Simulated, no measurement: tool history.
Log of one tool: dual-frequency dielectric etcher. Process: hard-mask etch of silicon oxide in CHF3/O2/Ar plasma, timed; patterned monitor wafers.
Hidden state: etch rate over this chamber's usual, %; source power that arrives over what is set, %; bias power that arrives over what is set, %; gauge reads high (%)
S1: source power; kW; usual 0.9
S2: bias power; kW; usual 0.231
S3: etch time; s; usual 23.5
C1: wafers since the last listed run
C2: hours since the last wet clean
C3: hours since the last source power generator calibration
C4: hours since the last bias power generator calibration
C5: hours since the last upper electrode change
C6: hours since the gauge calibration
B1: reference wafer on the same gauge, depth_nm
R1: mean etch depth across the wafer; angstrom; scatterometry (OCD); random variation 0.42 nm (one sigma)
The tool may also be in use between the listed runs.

run	hour	S1	S2	S3	C1	C2	C3	C4	C5	C6	B1	R1
1	0	0.9	0.231	23.5	0	505.3	996.8	3213.7	3476.6	1372.8	50.2	590
# hour 51.3: wet clean of the chamber
2	90.4	0.9	0.231	23.5	944	39.1	1087.2	3304.1	3567	1463.2	50.2	607
3	133.6	0.9	0.231	23.5	614	82.3	1130.4	3347.3	3610.2	1506.4	50.2	614
4	226.5	0.9	0.231	23.5	1321	175.2	1223.3	3440.2	3703.1	1599.3	50.3	609
5	299.8	0.9	0.231	23.5	1042	248.5	1296.6	3513.5	3776.4	1672.6	50.3	606
6	348.6	0.9	0.231	23.5	694	297.3	1345.4	3562.3	3825.2	1721.4	50.3	599
7	403	0.73	0.231	23.5	773	351.7	1399.8	3616.7	3879.6	1775.8	50.3	575
# hour 461.3: gauge calibrated
8	463.7	0.73	0.231	23.5	863	412.4	1460.5	3677.4	3940.3	2.4	50.2	571
# hour 475.9: source power generator calibrated
# hour 535.6: upper electrode replaced
9	543.5	0.73	0.231	23.5	736	492.2	67.6	3757.2	7.9	82.2	50.3	570
# hour 634.4: wet clean of the chamber
10	667.8	0.9	0.231	18	1426	33.4	191.9	3881.5	132.2	206.5	50.2	471
11	718.8	0.9	0.198	19	725	84.4	242.9	3932.5	183.2	257.5	50.3	474
12	761.3	0.9	0.231	23.5	604	126.9	285.4	3975	225.7	300	50.4	615
13	865.4	0.99	0.231	23.5	1480	231	389.5	4079.1	329.8	404.1	50.3	617
# hour 965.8: bias power generator calibrated
14	1172.1	0.9	0.21	28.5	4306	537.7	696.2	206.3	636.5	710.8	50.3	710
15	1234.9	0.81	0.206	23.5	893	600.5	759	269.1	699.3	773.6	50.3	562
# hour 1275.2: wet clean of the chamber
16	1335.7	0.9	0.231	23.5	1092	60.5	859.8	369.9	800.1	874.4	50.3	600
17	1416.4	0.9	0.231	23.5	1147	141.2	940.5	450.6	880.8	955.1	50.4	603
18	1477.5	0.77	0.254	21	869	202.3	1001.6	511.7	941.9	1016.2	50.3	531

Run 19 comes next. What will it give?
19	1542.8	0.84	0.231	23.5	928	267.6	1066.9	577	1007.2	1081.5	?	?

B1: 50.4
R1: 583 angstrom
Without the tool's hidden state the same run would have given R1 595 angstrom.
